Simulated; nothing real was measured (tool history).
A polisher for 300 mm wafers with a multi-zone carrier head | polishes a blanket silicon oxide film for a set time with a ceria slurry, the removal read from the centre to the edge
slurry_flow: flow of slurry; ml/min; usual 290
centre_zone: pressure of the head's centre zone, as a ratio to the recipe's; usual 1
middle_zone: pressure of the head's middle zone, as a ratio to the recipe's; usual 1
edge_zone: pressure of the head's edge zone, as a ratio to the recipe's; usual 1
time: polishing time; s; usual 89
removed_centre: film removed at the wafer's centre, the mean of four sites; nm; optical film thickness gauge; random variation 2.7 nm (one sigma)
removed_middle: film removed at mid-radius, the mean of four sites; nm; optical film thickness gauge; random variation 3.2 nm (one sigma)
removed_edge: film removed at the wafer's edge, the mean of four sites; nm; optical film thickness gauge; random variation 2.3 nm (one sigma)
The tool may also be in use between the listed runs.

run	hour	slurry_flow	centre_zone	middle_zone	edge_zone	time	wafers since the last listed run	wafers polished on this pad	hours since the slurry nozzle was cleaned	hours since the centre zone pressure was calibrated	hours since the edge zone pressure was calibrated	hours since the carrier head's membrane was replaced	incoming thickness of the incoming film, nm	removed_centre	removed_middle	removed_edge
1	0	290	1	1	1	89	0	712	272.4	1168.6	172	811	1833.3	362.6	310.7	316.9
2	13.4	290	1	1	1	89	110	823	285.8	1182	185.4	824.4	1856.2	353.1	309.7	312.5
3	46.7	290	1	1	1	89	274	1097	319.1	1215.3	218.7	857.7	1847.7	358.4	303.1	312.3
4	67	290	1	1	1	76	167	1264	339.4	1235.6	239	878	1839.4	308.4	262.4	270.1
# hour 78.1: worn pad replaced by a new one
# hour 86.9: carrier head's membrane replaced by a new one
5	87.6	290	1	1	1	76	95	37	360	1256.2	259.6	0.7	1855.3	302	260.6	269.5
6	101.9	290	1	1	1	76	117	154	374.3	1270.5	273.9	15	1856.6	304.8	264.4	265.9
7	129.4	380	1.11	1	1	89	226	381	401.8	1298	301.4	42.5	1858.8	407.7	315.5	320.8
8	145.4	225	1	1	1.11	89	131	513	417.8	1314	317.4	58.5	1834.9	347	307.8	322.3
# hour 167.2: edge zone pressure recalibrated
# hour 226.2: slurry nozzle cleaned
# hour 227: worn pad replaced by a new one
# hour 231.6: centre zone pressure recalibrated
9	250.8	290	1.04	1	1	89	820	179	24.6	19.2	83.6	163.9	1817.5	328.2	306.7	317
10	277.1	290	1	1.06	0.88	89	216	396	50.9	45.5	109.9	190.2	1818.3	312.8	321.7	295.8
11	293.2	330	1.06	0.93	0.9	89	132	528	67	61.6	126	206.3	1850.9	341.5	299.3	300.9
12	328.3	290	0.93	0.93	1.12	89	289	818	102.1	96.7	161.1	241.4	1866.7	294.7	295.2	332.9
13	364.2	290	1	1	1	89	295	1113	138	132.6	197	277.3	1838.4	325.2	310.8	312.5
14	395.4	375	0.92	0.93	1	68	256	1370	169.2	163.8	228.2	308.5	1827	233.6	228.6	244.9
# hour 409.9: worn pad replaced by a new one
15	416.8	375	0.92	0.93	1	68	143	56	190.6	185.2	249.6	329.9	1821	239.6	230	246.1
16	436.6	290	1	0.93	1	89	163	219	210.4	205	269.4	349.7	1849.6	326	293.6	318.6
17	463.1	290	1	1.06	0.88	89	218	437	236.9	231.5	295.9	376.2	1803.5	329.3	317.8	292.5
18	477.7	290	1.06	1.05	1.07	107	120	558	251.5	246.1	310.5	390.8	1856	423.1	378.5	395.9
19	504	290	1	1	1	89	216	774	277.8	272.4	336.8	417.1	1855.7	329.6	310.4	315.6
20	534.9	290	1	1	1	99	254	1029	308.7	303.3	367.7	448	1866.3	369.9	346.9	348.7
# hour 546.5: edge zone pressure recalibrated
21	570	290	1	1	1	114	272	1301	343.8	338.4	23.5	483.1	1838.4	433.3	392.2	404.9
# hour 577.8: worn pad replaced by a new one
22	585.1	290	1	1.1	1	100	91	60	358.9	353.5	38.6	498.2	1832	373	365.3	359.2

Hidden state or all else? Some run-to-run changes of removed_centre, split into what the settings, what came in and random variation would give without the hidden state, and what is left for the hidden state (with any gauge scatter that isn't in both results):
The hidden state here: removal rate lost through wear of the pad, %; slurry flow missing at the pad, %; deviation of the centre zone's pressure from its setpoint, %; deviation of the edge zone's pressure from its setpoint, %.
Run 6 -> 7: slurry_flow 290 -> 380, centre_zone 1 -> 1.11, time 76 -> 89. removed_centre +102.9 nm: hidden state +13.3, all else +89.6.
Run 8 -> 9: slurry_flow 225 -> 290, centre_zone 1 -> 1.04, edge_zone 1.11 -> 1, edge zone pressure recalibrated, slurry nozzle cleaned, worn pad replaced by a new one, centre zone pressure recalibrated. removed_centre -18.8 nm: hidden state -41.4, all else +22.6.
Run 17 -> 18: centre_zone 1 -> 1.06, middle_zone 1.06 -> 1.05, edge_zone 0.88 -> 1.07, time 89 -> 107. removed_centre +93.8 nm: hidden state +6.4, all else +87.4.
